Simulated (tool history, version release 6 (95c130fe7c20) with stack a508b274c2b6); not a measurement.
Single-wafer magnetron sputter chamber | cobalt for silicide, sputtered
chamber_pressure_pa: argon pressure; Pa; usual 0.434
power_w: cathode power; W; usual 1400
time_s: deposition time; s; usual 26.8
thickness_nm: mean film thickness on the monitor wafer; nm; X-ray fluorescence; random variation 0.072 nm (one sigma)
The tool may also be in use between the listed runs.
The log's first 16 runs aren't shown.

run,hour,chamber_pressure_pa,power_w,time_s,wafers since the last listed run,wafers on the sputter target,hours since the last manometer calibration,hours since the magnet pack was replaced,hours since the gauge calibration,"read-back reference wafer on the same gauge, thickness_nm",thickness_nm
17,457.6,0.296,1600,29.9,332,1119,38.6,57.2,34.0,16.896,24.336
18,485.1,0.537,1400,23.6,625,1745,66.1,84.7,61.5,16.891,16.659
19,510.9,0.561,1500,24.2,586,2332,91.9,110.5,87.3,16.911,18.084
20,526.9,0.605,1400,26.8,363,2696,107.9,126.5,103.3,16.897,18.600
21,542.8,0.434,1400,26.8,361,3057,123.8,142.4,119.2,16.892,19.062
22,555.6,0.486,1100,31.2,291,3348,136.6,155.2,132.0,16.885,18.130
23,574.8,0.434,1400,26.8,436,3785,155.8,174.4,151.2,16.906,18.998
24,603.1,0.434,1400,26.8,643,4429,184.1,202.7,179.5,16.894,19.065
25,637.0,0.343,1650,29.8,771,5200,218.0,236.6,213.4,16.913,24.367
26,650.7,0.538,1400,26.8,311,5512,231.7,250.3,227.1,16.888,18.570
27,664.9,0.434,1400,26.8,323,5835,245.9,264.5,241.3,16.882,18.803
28,690.9,0.434,1200,31.3,591,6426,271.9,290.5,267.3,16.915,19.329
29,713.1,0.434,1400,29.5,505,6931,294.1,312.7,289.5,16.880,20.652
# hour 752.1: sputter target and shields replaced
30,752.6,0.515,1050,22.6,716,12,333.6,352.2,329.0,16.902,12.757
31,779.0,0.434,1400,26.8,600,612,360.0,378.6,355.4,16.904,19.252
32,795.3,0.310,1150,21.9,370,983,376.3,394.9,371.7,16.892,13.469

Forecast each of these 3 alternatives for the next run:
A,795.7,0.336,1400,26.8,9,992,376.7,395.3,372.1,?,?
B,795.7,0.561,1550,28.3,9,992,376.7,395.3,372.1,?,?
C,795.7,0.372,1400,25.5,9,992,376.7,395.3,372.1,?,?

run,"read-back reference wafer on the same gauge, thickness_nm",thickness_nm
A,16.913,19.339
B,16.913,21.679
C,16.913,18.327
Without the tool's hidden state the same runs would have given:
run,thickness_nm
A,19.572
B,21.941
C,18.548
